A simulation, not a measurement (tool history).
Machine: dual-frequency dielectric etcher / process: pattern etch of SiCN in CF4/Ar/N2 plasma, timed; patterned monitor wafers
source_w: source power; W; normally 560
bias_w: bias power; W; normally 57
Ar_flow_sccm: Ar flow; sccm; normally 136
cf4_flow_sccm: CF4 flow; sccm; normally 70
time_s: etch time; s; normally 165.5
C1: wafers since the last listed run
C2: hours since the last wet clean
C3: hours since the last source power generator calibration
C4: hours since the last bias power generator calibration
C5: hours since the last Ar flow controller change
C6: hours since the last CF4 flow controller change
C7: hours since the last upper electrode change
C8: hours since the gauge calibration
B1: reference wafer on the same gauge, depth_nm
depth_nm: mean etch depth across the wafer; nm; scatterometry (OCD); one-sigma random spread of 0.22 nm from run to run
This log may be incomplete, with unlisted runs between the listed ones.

Run 1, day 0: usual settings; C1 0; C2 569.9; C3 4902.4; C4 4444.4; C5 0.5; C6 11.4; C7 3898.2; C8 441.6; B1 157.8. Result: depth_nm 143.3 nm.
Run 2, day 0.504: usual settings; C1 108; C2 582; C3 4914.5; C4 4456.5; C5 12.6; C6 23.5; C7 3910.3; C8 453.7; B1 157.9. Result: depth_nm 143.3 nm.
At day 1.654: wet clean of the chamber.
Run 3, day 1.675: usual settings but source_w 500 W, Ar_flow_sccm 146 sccm; C1 36; C2 0.5; C3 4942.6; C4 4484.6; C5 40.7; C6 51.6; C7 3938.4; C8 481.8; B1 158. Result: depth_nm 127.6 nm.
At day 2.504: bias power generator calibrated.
Run 4, day 2.525: usual settings but source_w 500 W, Ar_flow_sccm 146 sccm; C1 147; C2 20.9; C3 4963; C4 0.5; C5 61.1; C6 72; C7 3958.8; C8 502.2; B1 157.9. Result: depth_nm 126.9 nm.
Run 5, day 4.021: usual settings but source_w 500 W, Ar_flow_sccm 146 sccm; C1 322; C2 56.8; C3 4998.9; C4 36.4; C5 97; C6 107.9; C7 3994.7; C8 538.1; B1 158. Result: depth_nm 127.1 nm.
Run 6, day 5.25: usual settings; C1 265; C2 86.3; C3 5028.4; C4 65.9; C5 126.5; C6 137.4; C7 4024.2; C8 567.6; B1 158. Result: depth_nm 141.5 nm.
Run 7, day 5.808: usual settings but cf4_flow_sccm 78 sccm; C1 120; C2 99.7; C3 5041.8; C4 79.3; C5 139.9; C6 150.8; C7 4037.6; C8 581; B1 158.1. Result: depth_nm 144.3 nm.
At day 6.196: source power generator calibrated.
At day 8.225: upper electrode replaced.
Run 8, day 9.362: usual settings but bias_w 53 W, Ar_flow_sccm 115 sccm; C1 514; C2 185; C3 76; C4 164.6; C5 225.2; C6 236.1; C7 27.3; C8 666.3; B1 158.1. Result: depth_nm 148.5 nm.
Run 9, day 10.046: usual settings; C1 147; C2 201.4; C3 92.4; C4 181; C5 241.6; C6 252.5; C7 43.7; C8 682.7; B1 158. Result: depth_nm 146.6 nm.
Run 10, day 10.654: usual settings but source_w 600 W, Ar_flow_sccm 161 sccm; C1 131; C2 216; C3 107; C4 195.6; C5 256.2; C6 267.1; C7 58.3; C8 697.3; B1 157.9. Result: depth_nm 149.4 nm.
Run 11, day 11.558: usual settings but Ar_flow_sccm 163 sccm; C1 194; C2 237.7; C3 128.7; C4 217.3; C5 277.9; C6 288.8; C7 80; C8 719; B1 158. Result: depth_nm 141 nm.
At day 11.996: gauge calibrated.
Run 12, day 12.392: usual settings; C1 179; C2 257.7; C3 148.7; C4 237.3; C5 297.9; C6 308.8; C7 100; C8 9.5; B1 158.1. Result: depth_nm 147.3 nm.
Run 13, day 13.767: usual settings but source_w 700 W, time_s 131.5 s; C1 296; C2 290.7; C3 181.7; C4 270.3; C5 330.9; C6 341.8; C7 133; C8 42.5; B1 157.9. Result: depth_nm 140.3 nm.
Run 14, day 14.283: usual settings but Ar_flow_sccm 146 sccm, cf4_flow_sccm 65 sccm, time_s 208.5 s; C1 111; C2 303.1; C3 194.1; C4 282.7; C5 343.3; C6 354.2; C7 145.4; C8 54.9; B1 158. Result: depth_nm 180.2 nm.
Run 15, day 14.9: usual settings but bias_w 51 W, cf4_flow_sccm 54 sccm; C1 132; C2 317.9; C3 208.9; C4 297.5; C5 358.1; C6 369; C7 160.2; C8 69.7; B1 158. Result: depth_nm 135.2 nm.
Run 16, day 15.446: usual settings but Ar_flow_sccm 151 sccm; C1 117; C2 331; C3 222; C4 310.6; C5 371.2; C6 382.1; C7 173.3; C8 82.8; B1 158. Result: depth_nm 143.5 nm.
Run 17, day 16.762: usual settings but cf4_flow_sccm 53 sccm, time_s 133.5 s; C1 283; C2 362.6; C3 253.6; C4 342.2; C5 402.8; C6 413.7; C7 204.9; C8 114.4; B1 158. Result: depth_nm 113 nm.
Run 18, day 17.775: usual settings but cf4_flow_sccm 64 sccm; C1 218; C2 386.9; C3 277.9; C4 366.5; C5 427.1; C6 438; C7 229.2; C8 138.7; B1 158. Result: depth_nm 144.9 nm.
Run 19, day 18.279: usual settings but bias_w 45 W, Ar_flow_sccm 148 sccm, cf4_flow_sccm 81 sccm; C1 108; C2 399; C3 290; C4 378.6; C5 439.2; C6 450.1; C7 241.3; C8 150.8; B1 158. Result: depth_nm 137.1 nm.
Run 20, day 19.325: usual settings; C1 225; C2 424.1; C3 315.1; C4 403.7; C5 464.3; C6 475.2; C7 266.4; C8 175.9; B1 158.1. Result: depth_nm 147.1 nm.
Run 21, day 19.85: usual settings but Ar_flow_sccm 151 sccm; C1 113; C2 436.7; C3 327.7; C4 416.3; C5 476.9; C6 487.8; C7 279; C8 188.5; B1 158.1. Result: depth_nm 143.8 nm.
Run 22, day 21.096: usual settings but source_w 700 W, time_s 131.5 s; C1 268; C2 466.6; C3 357.6; C4 446.2; C5 506.8; C6 517.7; C7 308.9; C8 218.4; B1 158. Result: depth_nm 140.6 nm.

Here are 3 independent what-if runs from the current tool condition. What would each one return?
Run A, day 21.117: usual settings; C1 4; C2 467.1; C3 358.1; C4 446.7; C5 507.3; C6 518.2; C7 309.4; C8 218.9; B1 ?. Result: depth_nm ?.
Run B, day 21.117: usual settings but Ar_flow_sccm 164 sccm; C1 4; C2 467.1; C3 358.1; C4 446.7; C5 507.3; C6 518.2; C7 309.4; C8 218.9; B1 ?. Result: depth_nm ?.
Run C, day 21.117: usual settings but Ar_flow_sccm 160 sccm; C1 4; C2 467.1; C3 358.1; C4 446.7; C5 507.3; C6 518.2; C7 309.4; C8 218.9; B1 ?. Result: depth_nm ?.

run   B1  depth_nm
  A  158     147.2
  B  158     141.3
  C  158       142
Stripped of hidden state, with their random variation kept, the same runs would have yielded:
run  depth_nm
  A     147.9
  B     141.9
  C     142.7
